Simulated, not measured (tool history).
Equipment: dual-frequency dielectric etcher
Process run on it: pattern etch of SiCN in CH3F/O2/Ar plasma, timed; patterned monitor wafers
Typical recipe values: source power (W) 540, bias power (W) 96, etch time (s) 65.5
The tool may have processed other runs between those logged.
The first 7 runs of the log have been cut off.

run,day,source power (W),bias power (W),etch time (s),wafers since the last listed run,hours since the last wet clean,hours since the last source power generator calibration,hours since the last bias power generator calibration,hours since the last upper electrode change,hours since the gauge calibration,"read-back reference wafer on the same gauge, depth_nm",mean etch depth across the wafer (Å)
# day 13.125: upper electrode replaced
8,13.779,540,85,65.5,500,369.9,3413.1,1951.1,15.7,1057.4,33.3,280.7
# day 18.029: wet clean of the chamber
9,19.542,540,85,65.5,1270,36.3,3551.4,2089.4,154,1195.7,33.3,291.6
10,21.75,540,96,65.5,589,89.3,3604.4,2142.4,207,1248.7,33.3,299.6
# day 22.233: bias power generator calibrated
11,22.767,540,96,65.5,226,113.7,3628.8,12.8,231.4,1273.1,33.32,298.7
12,23.912,450,96,65.5,305,141.2,3656.3,40.3,258.9,1300.6,33.29,265.2
13,25.879,480,96,53.5,524,188.4,3703.5,87.5,306.1,1347.8,33.3,224.6
# day 26.471: gauge calibrated
14,26.958,430,86,80.5,287,214.3,3729.4,113.4,332,11.7,33.32,307.3
15,29.275,540,96,65.5,618,269.9,3785,169,387.6,67.3,33.34,293.1
16,31.733,540,96,65.5,655,328.9,3844,228,446.6,126.3,33.28,286.9
# day 33.65: wet clean of the chamber
17,33.746,600,96,75.5,270,2.3,3892.3,276.3,494.9,174.6,33.34,377.5
# day 35.233: source power generator calibrated
18,35.292,540,96,65.5,367,39.4,1.4,313.4,532,211.7,33.31,299.8
19,36.362,540,96,48.5,285,65.1,27.1,339.1,557.7,237.4,33.32,226.7
20,38.517,540,96,65.5,574,116.8,78.8,390.8,609.4,289.1,33.3,298.6
21,39.833,620,96,51,351,148.4,110.4,422.4,641,320.7,33.28,250.7
22,41.896,540,75,48.5,550,197.9,159.9,471.9,690.5,370.2,33.31,201.7
23,44.504,410,120,65.5,695,260.5,222.5,534.5,753.1,432.8,33.3,267.3
24,46.967,540,111,48.5,656,319.6,281.6,593.6,812.2,491.9,33.27,223.2
25,48.738,460,96,82,472,362.1,324.1,636.1,854.7,534.4,33.28,327.7
# day 52.138: wet clean of the chamber
26,55.938,540,111,65.5,1654,91.2,496.9,808.9,1027.5,707.2,33.28,316.6
27,58.35,590,76,81.5,643,149.1,554.8,866.8,1085.4,765.1,33.31,366.6
28,60.438,670,112,65.5,556,199.2,604.9,916.9,1135.5,815.2,33.29,353.7
29,61.629,540,96,65.5,317,227.8,633.5,945.5,1164.1,843.8,33.3,300.5
30,63.929,540,119,58.5,613,283,688.7,1000.7,1219.3,899,33.3,283.2

Consider 4 possible next runs. They are alternatives, not a sequence: every one starts from the tool as it was left by run 30. What does each give?
A,63.946,540,96,65.5,4,283.4,689.1,1001.1,1219.7,899.4,?,?
B,63.946,540,109,65.5,4,283.4,689.1,1001.1,1219.7,899.4,?,?
C,63.946,540,85,80.5,4,283.4,689.1,1001.1,1219.7,899.4,?,?
D,63.946,420,96,59,4,283.4,689.1,1001.1,1219.7,899.4,?,?

run,"read-back reference wafer on the same gauge, depth_nm",mean etch depth across the wafer (Å)
A,33.34,295.6
B,33.34,306.8
C,33.34,351
D,33.34,228.4
Take away the tool's hidden state, keep each run's random variation, and the runs would have read:
run,mean etch depth across the wafer (Å)
A,305.5
B,317.2
C,362.9
D,236.1
